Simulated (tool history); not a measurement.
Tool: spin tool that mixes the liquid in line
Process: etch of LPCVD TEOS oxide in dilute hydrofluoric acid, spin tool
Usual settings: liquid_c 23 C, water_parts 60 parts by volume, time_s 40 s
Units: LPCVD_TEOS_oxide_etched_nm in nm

| run | day | liquid_c | water_parts | time_s | wafers since the last listed run | hours since the thermometer was replaced | hours since the hydrofluoric acid flow meter was replaced | hours since the gauge calibration | read-back film thickness of the LPCVD TEOS oxide reference wafer, read on the same gauge (nm) | LPCVD_TEOS_oxide_etched_nm |
|---|---|---|---|---|---|---|---|---|---|---|
| 1 | 0 | 23 | 60 | 40 | 0 | 1575.8 | 706.4 | 943.8 | 119.99 | 15.9 |
| 2 | 0.692 | 23 | 35 | 40 | 152 | 1592.4 | 723 | 960.4 | 119.99 | 28.08 |
| 3 | 1.5 | 23 | 35 | 40 | 178 | 1611.8 | 742.4 | 979.8 | 119.99 | 28.22 |
| 4 | 2.854 | 23 | 35 | 40 | 299 | 1644.3 | 774.9 | 1012.3 | 120.01 | 28.27 |
| 5 | 3.758 | 23 | 80 | 40 | 199 | 1666 | 796.6 | 1034 | 119.95 | 11.68 |
| 6 | 4.554 | 23 | 80 | 40 | 175 | 1685.1 | 815.7 | 1053.1 | 120.03 | 11.62 |
| 7 | 5.475 | 23 | 80 | 40 | 203 | 1707.2 | 837.8 | 1075.2 | 120.01 | 11.63 |
| 8 | 6.892 | 23 | 60 | 40 | 313 | 1741.2 | 871.8 | 1109.2 | 119.96 | 15.93 |
|  | 7.533 | hydrofluoric acid flow meter replaced |
| 9 | 7.558 | 23 | 60 | 20 | 138 | 1757.2 | 0.6 | 1125.2 | 119.99 | 8.01 |
| 10 | 8.921 | 25.5 | 75 | 30 | 301 | 1789.9 | 33.3 | 1157.9 | 120.04 | 10.35 |
| 11 | 10.192 | 23 | 60 | 20 | 280 | 1820.4 | 63.8 | 1188.4 | 120.05 | 7.99 |
| 12 | 11.508 | 23 | 80 | 40 | 291 | 1852 | 95.4 | 1220 | 120.02 | 11.81 |
|  | 12.121 | thermometer replaced |
| 13 | 12.733 | 18.5 | 35 | 30 | 261 | 14.7 | 124.8 | 1249.4 | 120.04 | 16.29 |
| 14 | 13.35 | 23 | 60 | 40 | 136 | 29.5 | 139.6 | 1264.2 | 119.98 | 14.92 |
| 15 | 14.375 | 19 | 60 | 15 | 226 | 54.1 | 164.2 | 1288.8 | 119.99 | 4.74 |
|  | 15.575 | gauge calibrated |
| 16 | 15.717 | 23 | 45 | 60 | 296 | 86.3 | 196.4 | 3.4 | 119.96 | 30.5 |
| 17 | 16.762 | 19 | 60 | 55 | 231 | 111.4 | 221.5 | 28.5 | 120.04 | 17.5 |
| 18 | 17.967 | 23 | 60 | 40 | 266 | 140.3 | 250.4 | 57.4 | 119.98 | 15.02 |
| 19 | 18.708 | 19 | 60 | 50 | 163 | 158.1 | 268.2 | 75.2 | 120 | 15.93 |
| 20 | 19.679 | 21.5 | 60 | 20 | 214 | 181.4 | 291.5 | 98.5 | 120 | 7.04 |
| 21 | 20.538 | 27.5 | 35 | 40 | 189 | 202 | 312.1 | 119.1 | 119.99 | 32.09 |
| 22 | 21.754 | 23 | 35 | 30 | 268 | 231.2 | 341.3 | 148.3 | 120.01 | 20.04 |
| 23 | 22.321 | 27 | 90 | 50 | 125 | 244.8 | 354.9 | 161.9 | 119.98 | 14.1 |
| 24 | 22.912 | 26 | 45 | 15 | 130 | 259 | 369.1 | 176.1 | 119.97 | 8.6 |
| 25 | 24.2 | 25 | 40 | 20 | 284 | 289.9 | 400 | 207 | 119.97 | 12.76 |
| 26 | 24.892 | 23 | 60 | 40 | 152 | 306.5 | 416.6 | 223.6 | 120 | 15.08 |
| 27 | 25.642 | 20.5 | 70 | 40 | 165 | 324.5 | 434.6 | 241.6 | 119.99 | 11.55 |
| 28 | 27.138 | 23 | 60 | 40 | 330 | 360.4 | 470.5 | 277.5 | 119.99 | 15.14 |
| 29 | 28.504 | 27 | 60 | 30 | 302 | 393.2 | 503.3 | 310.3 | 119.99 | 13.34 |
| 30 | 29.112 | 23 | 60 | 40 | 134 | 407.8 | 517.9 | 324.9 | 120.02 | 15.17 |
| 31 | 29.633 | 25 | 70 | 65 | 115 | 420.3 | 530.4 | 337.4 | 119.99 | 22.43 |
| 32 | 30.542 | 23 | 60 | 40 | 200 | 442.1 | 552.2 | 359.2 | 119.99 | 15.25 |

Forecast each of these 5 alternatives for the next run:
| A | 30.558 | 23 | 60 | 40 | 3 | 442.5 | 552.6 | 359.6 | ? | ? |
| B | 30.558 | 20 | 90 | 40 | 3 | 442.5 | 552.6 | 359.6 | ? | ? |
| C | 30.558 | 23 | 60 | 55 | 3 | 442.5 | 552.6 | 359.6 | ? | ? |
| D | 30.558 | 23 | 85 | 65 | 3 | 442.5 | 552.6 | 359.6 | ? | ? |
| E | 30.558 | 23 | 35 | 20 | 3 | 442.5 | 552.6 | 359.6 | ? | ? |

| run | read-back film thickness of the LPCVD TEOS oxide reference wafer, read on the same gauge (nm) | LPCVD_TEOS_oxide_etched_nm |
|---|---|---|
| A | 119.99 | 15.2 |
| B | 119.99 | 8.64 |
| C | 119.99 | 20.9 |
| D | 119.99 | 16.89 |
| E | 119.99 | 13.46 |
Without the tool's hidden state the same runs would have given:
| run | LPCVD_TEOS_oxide_etched_nm |
|---|---|
| A | 14.91 |
| B | 8.47 |
| C | 20.5 |
| D | 16.57 |
| E | 13.2 |
